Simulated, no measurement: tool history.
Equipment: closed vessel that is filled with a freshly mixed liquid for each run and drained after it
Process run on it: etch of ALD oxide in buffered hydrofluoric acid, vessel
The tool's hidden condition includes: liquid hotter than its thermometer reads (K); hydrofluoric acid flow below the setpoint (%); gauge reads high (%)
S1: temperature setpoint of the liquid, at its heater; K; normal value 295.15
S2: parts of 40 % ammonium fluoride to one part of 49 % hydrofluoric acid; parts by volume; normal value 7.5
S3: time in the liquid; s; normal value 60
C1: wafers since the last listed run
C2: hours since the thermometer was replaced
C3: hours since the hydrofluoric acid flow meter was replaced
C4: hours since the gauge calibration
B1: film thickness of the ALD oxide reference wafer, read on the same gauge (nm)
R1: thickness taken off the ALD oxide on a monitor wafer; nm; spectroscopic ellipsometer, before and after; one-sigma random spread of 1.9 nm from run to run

| run | hour | S1 | S2 | S3 | C1 | C2 | C3 | C4 | B1 | R1 |
|---|---|---|---|---|---|---|---|---|---|---|
| 1 | 0 | 295.15 | 8.5 | 45 | 0 | 1144.9 | 584.9 | 279.1 | 90.05 | 161.56 |
| 2 | 7.1 | 295.15 | 8.5 | 45 | 485 | 1152 | 592 | 286.2 | 89.98 | 159.4 |
| 3 | 16.5 | 295.15 | 8.5 | 45 | 642 | 1161.4 | 601.4 | 295.6 | 89.97 | 158.45 |
| 4 | 28.1 | 295.15 | 7.5 | 60 | 793 | 1173 | 613 | 307.2 | 90.01 | 243.32 |
| 5 | 39.1 | 295.15 | 7.5 | 60 | 751 | 1184 | 624 | 318.2 | 90.02 | 241.5 |
| 6 | 46.8 | 295.15 | 7.5 | 60 | 526 | 1191.7 | 631.7 | 325.9 | 89.98 | 246.1 |
| 7 | 61.6 | 295.15 | 7.5 | 60 | 1011 | 1206.5 | 646.5 | 340.7 | 90 | 240.44 |
| 8 | 67.6 | 295.15 | 7.5 | 60 | 410 | 1212.5 | 652.5 | 346.7 | 90.01 | 241.2 |
| 9 | 78.5 | 295.15 | 7.5 | 60 | 745 | 1223.4 | 663.4 | 357.6 | 90.01 | 245 |
| 10 | 89.2 | 295.15 | 7.5 | 60 | 731 | 1234.1 | 674.1 | 368.3 | 90 | 244.25 |
| 11 | 97.5 | 295.15 | 7.5 | 60 | 567 | 1242.4 | 682.4 | 376.6 | 90 | 245.01 |
| 12 | 114.5 | 295.15 | 7.5 | 60 | 1162 | 1259.4 | 699.4 | 393.6 | 90 | 245.2 |
|  | 119.2 | gauge calibrated |
|  | 121.5 | hydrofluoric acid flow meter replaced |
| 13 | 123.4 | 295.15 | 7.5 | 60 | 540 | 1268.3 | 1.9 | 4.2 | 90 | 244.94 |
| 14 | 138.7 | 298.65 | 6.5 | 60 | 1045 | 1283.6 | 17.2 | 19.5 | 90.02 | 337.38 |
| 15 | 150.4 | 298.65 | 6.5 | 60 | 799 | 1295.3 | 28.9 | 31.2 | 90 | 336.16 |
| 16 | 170.6 | 291.15 | 10.5 | 70 | 1380 | 1315.5 | 49.1 | 51.4 | 89.97 | 165.89 |
| 17 | 178.6 | 295.15 | 7.5 | 60 | 546 | 1323.5 | 57.1 | 59.4 | 90 | 245.71 |
| 18 | 188.8 | 296.65 | 9.5 | 85 | 697 | 1333.7 | 67.3 | 69.6 | 90.01 | 295.4 |
| 19 | 205.5 | 295.15 | 8.5 | 40 | 1141 | 1350.4 | 84 | 86.3 | 89.99 | 143.08 |
| 20 | 214.3 | 295.15 | 7.5 | 60 | 601 | 1359.2 | 92.8 | 95.1 | 89.99 | 244.69 |
| 21 | 228.7 | 295.15 | 9 | 60 | 984 | 1373.6 | 107.2 | 109.5 | 90 | 197.2 |
| 22 | 242.1 | 295.15 | 7.5 | 60 | 916 | 1387 | 120.6 | 122.9 | 89.99 | 242.6 |
| 23 | 259.2 | 295.15 | 7.5 | 60 | 1169 | 1404.1 | 137.7 | 140 | 90 | 242.12 |
| 24 | 272.6 | 295.15 | 7.5 | 60 | 916 | 1417.5 | 151.1 | 153.4 | 90.02 | 244.85 |
|  | 279.6 | thermometer replaced |
| 25 | 280.1 | 295.15 | 7.5 | 60 | 444 | 0.5 | 158.6 | 160.9 | 89.97 | 243.72 |
| 26 | 291.1 | 295.15 | 7.5 | 75 | 751 | 11.5 | 169.6 | 171.9 | 89.99 | 305.61 |
| 27 | 298.5 | 290.15 | 7.5 | 80 | 505 | 18.9 | 177 | 179.3 | 90 | 246.81 |
| 28 | 312.8 | 290.65 | 10 | 45 | 977 | 33.2 | 191.3 | 193.6 | 90.01 | 109.12 |
| 29 | 328.5 | 295.15 | 9.5 | 90 | 1073 | 48.9 | 207 | 209.3 | 89.98 | 288.17 |
| 30 | 339.6 | 298.65 | 5 | 85 | 758 | 60 | 218.1 | 220.4 | 90.03 | 589.96 |
| 31 | 382.5 | 296.65 | 5.5 | 60 | 2932 | 102.9 | 261 | 263.3 | 89.95 | 349.23 |

Predict each of these 5 candidate next runs independently; none follows another, all start after run 31:
| A | 383.2 | 295.15 | 7.5 | 60 | 47 | 103.6 | 261.7 | 264 | ? | ? |
| B | 383.2 | 292.15 | 5 | 70 | 47 | 103.6 | 261.7 | 264 | ? | ? |
| C | 383.2 | 299.15 | 7.5 | 75 | 47 | 103.6 | 261.7 | 264 | ? | ? |
| D | 383.2 | 295.15 | 5 | 60 | 47 | 103.6 | 261.7 | 264 | ? | ? |
| E | 383.2 | 295.15 | 5 | 30 | 47 | 103.6 | 261.7 | 264 | ? | ? |

| run | B1 | R1 |
|---|---|---|
| A | 90.04 | 241.68 |
| B | 90.04 | 342.85 |
| C | 90.04 | 375.63 |
| D | 90.04 | 347.25 |
| E | 90.04 | 173.62 |
Without the tool's hidden state the same runs would have given:
| run | R1 |
|---|---|
| A | 241.68 |
| B | 342.85 |
| C | 375.63 |
| D | 347.25 |
| E | 173.62 |
